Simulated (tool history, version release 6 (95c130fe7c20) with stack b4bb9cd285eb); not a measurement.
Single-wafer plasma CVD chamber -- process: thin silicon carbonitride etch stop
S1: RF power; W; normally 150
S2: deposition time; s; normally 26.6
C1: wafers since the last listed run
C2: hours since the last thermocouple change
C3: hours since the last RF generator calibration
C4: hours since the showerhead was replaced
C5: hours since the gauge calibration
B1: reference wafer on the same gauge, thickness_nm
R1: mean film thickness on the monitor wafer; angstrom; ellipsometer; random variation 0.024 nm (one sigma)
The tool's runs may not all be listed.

run,hour,S1,S2,C1,C2,C3,C4,C5,B1,R1
1,0,150,26.6,0,2415.1,1476.3,5096.5,316.6,12.498,142.67
2,29.2,150,26.6,1093,2444.3,1505.5,5125.7,345.8,12.5,142.63
3,50.6,150,26.6,801,2465.7,1526.9,5147.1,367.2,12.506,143.13
4,115.9,150,26.6,2445,2531,1592.2,5212.4,432.5,12.5,143.21
# hour 126.9: gauge calibrated
5,137,150,26.6,790,2552.1,1613.3,5233.5,10.1,12.495,142.83
6,172.5,150,26.6,1329,2587.6,1648.8,5269,45.6,12.498,142.65
7,191.9,150,26.6,726,2607,1668.2,5288.4,65,12.502,142.7
8,210.8,150,26.6,707,2625.9,1687.1,5307.3,83.9,12.497,142.59
9,229.6,150,26.6,704,2644.7,1705.9,5326.1,102.7,12.504,142.53
10,244,150,26.6,539,2659.1,1720.3,5340.5,117.1,12.506,142.53
11,260.3,150,25,610,2675.4,1736.6,5356.8,133.4,12.497,133.68
# hour 270.3: showerhead replaced
12,280.3,150,25,449,2695.4,1756.6,10,153.4,12.494,134.28
13,307.3,150,25,1011,2722.4,1783.6,37,180.4,12.503,133.87
# hour 333.5: thermocouple changed; heater temperature recalibrated
14,340.3,160,26.6,936,6.8,1816.6,70,213.4,12.503,144.82
15,374.5,125,21.5,1280,41,1850.8,104.2,247.6,12.503,109.49
16,405.8,120,29.1,1172,72.3,1882.1,135.5,278.9,12.504,147.42
17,434.5,150,26.6,1074,101,1910.8,164.2,307.6,12.502,142.02
18,458.5,150,29.2,898,125,1934.8,188.2,331.6,12.498,156.22
# hour 472.2: gauge calibrated
# hour 499.8: RF generator calibrated
19,500.3,175,23.5,1265,166.8,0.5,230,28.1,12.494,133.33
20,522.9,125,26.6,846,189.4,23.1,252.6,50.7,12.5,138.87
21,554.4,150,22.9,1179,220.9,54.6,284.1,82.2,12.505,125
22,575.6,150,25,794,242.1,75.8,305.3,103.4,12.506,136.59
23,608.3,170,28.6,1224,274.8,108.5,338,136.1,12.501,161.63
24,639.1,150,26.6,1153,305.6,139.3,368.8,166.9,12.503,145.25
25,668.8,170,30.9,1112,335.3,169,398.5,196.6,12.504,174.11
26,684,180,23,569,350.5,184.2,413.7,211.8,12.5,131.02
27,706.9,165,23.3,857,373.4,207.1,436.6,234.7,12.496,130.22
28,720.7,130,26.6,516,387.2,220.9,450.4,248.5,12.493,140.21
29,755,150,26.6,1284,421.5,255.2,484.7,282.8,12.5,145

Consider 5 possible next runs. They are alternatives, not a sequence: every one starts from the tool as it was left by run 29. What does each give?
A,755.4,150,26.6,14,421.9,255.6,485.1,283.2,?,?
B,755.4,180,23.5,14,421.9,255.6,485.1,283.2,?,?
C,755.4,150,22.4,14,421.9,255.6,485.1,283.2,?,?
D,755.4,180,26.6,14,421.9,255.6,485.1,283.2,?,?
E,755.4,150,23.4,14,421.9,255.6,485.1,283.2,?,?

run,B1,R1
A,12.496,145.38
B,12.496,134.58
C,12.496,122.42
D,12.496,152.33
E,12.496,127.89
Had the tool no hidden state, the same runs would have come out as:
run,R1
A,145.9
B,135.06
C,122.87
D,152.88
E,128.35
